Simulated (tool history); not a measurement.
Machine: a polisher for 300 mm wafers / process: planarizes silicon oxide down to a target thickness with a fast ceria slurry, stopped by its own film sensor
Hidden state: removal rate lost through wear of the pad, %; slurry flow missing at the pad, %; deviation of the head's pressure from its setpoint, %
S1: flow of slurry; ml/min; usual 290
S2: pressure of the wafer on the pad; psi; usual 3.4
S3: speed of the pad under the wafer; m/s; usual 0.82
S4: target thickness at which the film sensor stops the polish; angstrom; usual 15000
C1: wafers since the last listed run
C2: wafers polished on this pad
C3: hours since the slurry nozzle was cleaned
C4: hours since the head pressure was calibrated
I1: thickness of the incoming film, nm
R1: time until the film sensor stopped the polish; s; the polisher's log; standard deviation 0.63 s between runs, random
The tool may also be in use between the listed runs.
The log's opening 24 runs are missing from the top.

run,day,S1,S2,S3,S4,C1,C2,C3,C4,I1,R1
25,55.067,290,3.4,0.82,15000,291,1412,393.5,262.5,2594.2,69.6
26,57.679,325,3.4,0.82,15000,430,1843,456.2,325.2,2597.8,70.0
27,61.321,290,3.4,0.82,15000,600,2443,543.6,412.6,2583.2,70.8
# day 62.942: worn pad replaced by a new one
28,63.125,290,3.4,0.82,15000,269,30,586.9,455.9,2534.1,64.1
# day 63.671: head pressure recalibrated
29,64.154,235,3.4,0.82,17590,155,186,611.6,11.6,2613.0,55.3
30,67.079,290,3.4,0.82,15000,482,668,681.8,81.8,2549.5,65.6
31,73.196,290,4.4,0.58,17270,1008,1677,828.6,228.6,2531.5,61.6
32,74.738,290,2.4,1.00,15000,254,1931,865.6,265.6,2558.3,67.6
33,76.229,290,3.4,0.82,16930,245,2177,901.4,301.4,2512.8,53.5
# day 76.312: slurry nozzle cleaned
34,77.621,200,3.4,0.82,15000,222,2399,31.4,334.8,2543.4,70.9
35,78.783,390,3.4,0.82,17140,191,2591,59.3,362.7,2603.1,55.9
36,79.821,245,4.4,1.06,12900,171,2762,84.2,387.6,2566.4,56.2
# day 80.729: worn pad replaced by a new one
37,81.904,230,3.4,1.06,13530,316,193,134.2,437.6,2545.4,59.3
38,83.088,290,4.3,1.08,11470,195,389,162.6,466.0,2559.7,57.1

Here are 3 independent what-if runs from the current tool condition. What would each one return?
A,83.104,290,3.4,0.82,13200,2,391,163.0,466.4,2578.9,?
B,83.104,290,4.2,0.82,17630,2,391,163.0,466.4,2578.9,?
C,83.104,345,3.4,0.82,15000,2,391,163.0,466.4,2578.9,?

run,R1
A,77.5
B,44.0
C,65.3
With no hidden state in the tool, these same runs would have given:
run,R1
A,76.9
B,43.7
C,64.8
